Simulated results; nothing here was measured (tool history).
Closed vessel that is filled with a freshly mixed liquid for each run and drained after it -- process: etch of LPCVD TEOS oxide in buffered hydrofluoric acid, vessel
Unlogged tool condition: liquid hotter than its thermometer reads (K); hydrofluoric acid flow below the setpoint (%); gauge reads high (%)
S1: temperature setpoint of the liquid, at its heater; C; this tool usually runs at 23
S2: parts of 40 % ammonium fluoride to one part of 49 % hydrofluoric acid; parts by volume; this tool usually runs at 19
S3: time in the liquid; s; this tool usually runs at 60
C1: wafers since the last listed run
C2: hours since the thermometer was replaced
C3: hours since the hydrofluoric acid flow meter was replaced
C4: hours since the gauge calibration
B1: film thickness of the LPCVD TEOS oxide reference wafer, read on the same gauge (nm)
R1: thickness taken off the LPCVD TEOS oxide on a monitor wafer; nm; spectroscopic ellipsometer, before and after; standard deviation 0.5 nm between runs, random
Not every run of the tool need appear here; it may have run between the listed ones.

Run 1, hour 0: usual settings but S1 25.5 C; C1 0; C2 1485.8; C3 712.5; C4 124.8; B1 40.03. Result: R1 140.53 nm.
Run 2, hour 28.5: usual settings but S1 25.5 C; C1 1907; C2 1514.3; C3 741; C4 153.3; B1 40.02. Result: R1 139.81 nm.
Run 3, hour 42: usual settings but S1 25.5 C; C1 903; C2 1527.8; C3 754.5; C4 166.8; B1 40.02. Result: R1 140.21 nm.
Run 4, hour 65.5: usual settings; C1 1572; C2 1551.3; C3 778; C4 190.3; B1 39.99. Result: R1 122.39 nm.
At hour 79: thermometer replaced.
Run 5, hour 90.5: usual settings; C1 1606; C2 11.5; C3 803; C4 215.3; B1 40. Result: R1 121.68 nm.
Run 6, hour 108.1: usual settings; C1 1177; C2 29.1; C3 820.6; C4 232.9; B1 40. Result: R1 121.48 nm.
Run 7, hour 120.8: usual settings; C1 849; C2 41.8; C3 833.3; C4 245.6; B1 39.98. Result: R1 121.63 nm.
At hour 130: gauge calibrated.
Run 8, hour 141.6: usual settings; C1 1391; C2 62.6; C3 854.1; C4 11.6; B1 40. Result: R1 119.71 nm.
Run 9, hour 161.9: usual settings but S2 24 parts by volume; C1 1358; C2 82.9; C3 874.4; C4 31.9; B1 40. Result: R1 103.04 nm.
Run 10, hour 176.6: usual settings but S3 90 s; C1 983; C2 97.6; C3 889.1; C4 46.6; B1 40.01. Result: R1 180.16 nm.
Run 11, hour 191.8: usual settings; C1 1017; C2 112.8; C3 904.3; C4 61.8; B1 40.01. Result: R1 120.41 nm.
At hour 206.3: hydrofluoric acid flow meter replaced.
Run 12, hour 215.4: usual settings but S1 18.5 C, S2 22.5 parts by volume, S3 35 s; C1 1512; C2 136.4; C3 9.1; C4 85.4; B1 39.99. Result: R1 53.27 nm.
Run 13, hour 229.4: usual settings; C1 936; C2 150.4; C3 23.1; C4 99.4; B1 40. Result: R1 131.64 nm.
Run 14, hour 258.8: usual settings but S2 15 parts by volume, S3 40 s; C1 1967; C2 179.8; C3 52.5; C4 128.8; B1 40.02. Result: R1 110.88 nm.

Pick out some run-to-run changes in R1. Of each, how much would a tool without hidden state show as well, from the settings, what came in and chance, and how much is left for the hidden state and any gauge scatter not in both results compared?
Run 11 -> 12: S1 23 -> 18.5, S2 19 -> 22.5, S3 60 -> 35, hydrofluoric acid flow meter replaced. R1 -67.14 nm: hidden state +14.32, all else -81.46.
Run 12 -> 13: S1 18.5 -> 23, S2 22.5 -> 19, S3 35 -> 60. R1 +78.37 nm: hidden state -2.02, all else +80.39.
